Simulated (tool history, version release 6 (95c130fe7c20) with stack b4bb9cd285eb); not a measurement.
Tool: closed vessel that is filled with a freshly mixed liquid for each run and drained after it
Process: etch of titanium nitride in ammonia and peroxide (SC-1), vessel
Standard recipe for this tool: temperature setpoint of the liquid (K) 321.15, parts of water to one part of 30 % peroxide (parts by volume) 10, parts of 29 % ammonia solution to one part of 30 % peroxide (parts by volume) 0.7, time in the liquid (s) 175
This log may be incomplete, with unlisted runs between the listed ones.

run,day,temperature setpoint of the liquid (K),parts of water to one part of 30 % peroxide (parts by volume),parts of 29 % ammonia solution to one part of 30 % peroxide (parts by volume),time in the liquid (s),wafers since the last listed run,hours since the thermometer was replaced,hours since the ammonia flow meter was replaced,hours since the drum of ammonia solution was connected,hours since the gauge calibration,"read-back film thickness of the titanium nitride reference wafer, read on the same gauge (nm)",thickness taken off the titanium nitride on a monitor wafer (angstrom)
1,0,325.65,10,0.7,175,0,897.2,438,526.2,1382.2,72.09,134.3
2,2.125,321.15,13.5,0.7,175,3232,948.2,489,577.2,1433.2,72.12,83.5
3,10.775,321.15,10,0.9,175,13159,1155.8,696.6,784.8,1640.8,72.28,102.5
# day 12.788: ammonia flow meter replaced
4,15.054,321.15,10,0.9,175,6446,1258.5,54.4,887.5,1743.5,72.34,101.9
5,18.9,321.15,10,0.85,150,5850,1350.8,146.7,979.8,1835.8,72.37,86.9
# day 18.962: new drum of ammonia solution connected
6,26.967,327.15,12,0.7,205,12208,1544.4,340.3,192.1,2029.4,72.46,157.8
7,30.383,325.15,10,0.7,175,5197,1626.4,422.3,274.1,2111.4,72.5,130.5
8,34.383,313.15,11.5,0.85,145,6085,1722.4,518.3,370.1,2207.4,72.54,44.2
# day 35.271: thermometer replaced
# day 40.612: ammonia flow meter replaced
9,46.646,328.15,6.5,0.7,175,18528,273,144.8,664.4,2501.7,72.62,198.4
10,49.212,325.65,10,0.7,175,3904,334.6,206.4,726,2563.3,72.64,135.8
11,52.179,312.15,6,0.85,130,4513,405.8,277.6,797.2,2634.5,72.64,50.5
12,54.092,321.15,10,0.7,175,2909,451.7,323.5,843.1,2680.4,72.65,98.1
13,56.021,324.65,10,0.85,250,2934,498,369.8,889.4,2726.7,72.7,187.7
# day 62.492: gauge calibrated
# day 64.6: new drum of ammonia solution connected
14,65.329,321.15,10,0.6,280,14097,721.4,593.2,17.5,68.1,69.8,146.3
15,68.25,317.65,6.5,0.55,140,4443,791.5,663.3,87.6,138.2,69.99,70.2
16,72.233,321.15,9,0.7,175,6059,887.1,758.9,183.2,233.8,70.24,101.3
17,74.079,321.15,10,0.7,175,2808,931.4,803.2,227.5,278.1,70.34,95.1
# day 77.183: ammonia flow meter replaced
18,78.579,321.15,10,0.7,175,6782,1039.4,33.5,335.5,386.1,70.58,96.5
19,80.938,321.15,5.5,0.7,175,3587,1096,90.1,392.1,442.7,70.73,128.1
20,84.608,324.65,10,0.4,175,5584,1184.1,178.2,480.2,530.8,70.9,111.5
21,87.862,321.15,5.5,0.35,215,4950,1262.2,256.3,558.3,608.9,71.02,142.9
22,92.358,321.15,10,0.7,175,6839,1370.1,364.2,666.2,716.8,71.19,96.6
23,94.45,321.15,10,0.55,225,3182,1420.3,414.4,716.4,767,71.29,119
24,96.246,321.15,14.5,0.7,175,2732,1463.4,457.5,759.5,810.1,71.3,78.8
25,99.8,321.15,10,0.7,175,5406,1548.7,542.8,844.8,895.4,71.45,96.5
26,102.354,318.15,8,0.6,115,3885,1610,604.1,906.1,956.7,71.52,56.6
27,105.092,321.15,10,0.7,100,4164,1675.7,669.8,971.8,1022.4,71.59,55.8

Each row is a separate what-if for the run after 27, all from the same tool condition, not one after another. Results?
A,105.121,321.15,10,0.95,175,44,1676.4,670.5,972.5,1023.1,?,?
B,105.121,321.15,7,0.7,125,44,1676.4,670.5,972.5,1023.1,?,?
C,105.121,329.15,10,0.7,175,44,1676.4,670.5,972.5,1023.1,?,?
D,105.121,321.15,7,0.7,175,44,1676.4,670.5,972.5,1023.1,?,?

run,"read-back film thickness of the titanium nitride reference wafer, read on the same gauge (nm)",thickness taken off the titanium nitride on a monitor wafer (angstrom)
A,71.62,102
B,71.62,82.9
C,71.62,168.6
D,71.62,116.1
Stripped of hidden state, with their random variation kept, the same runs would have yielded:
run,thickness taken off the titanium nitride on a monitor wafer (angstrom)
A,99.7
B,81.1
C,164.8
D,113.5
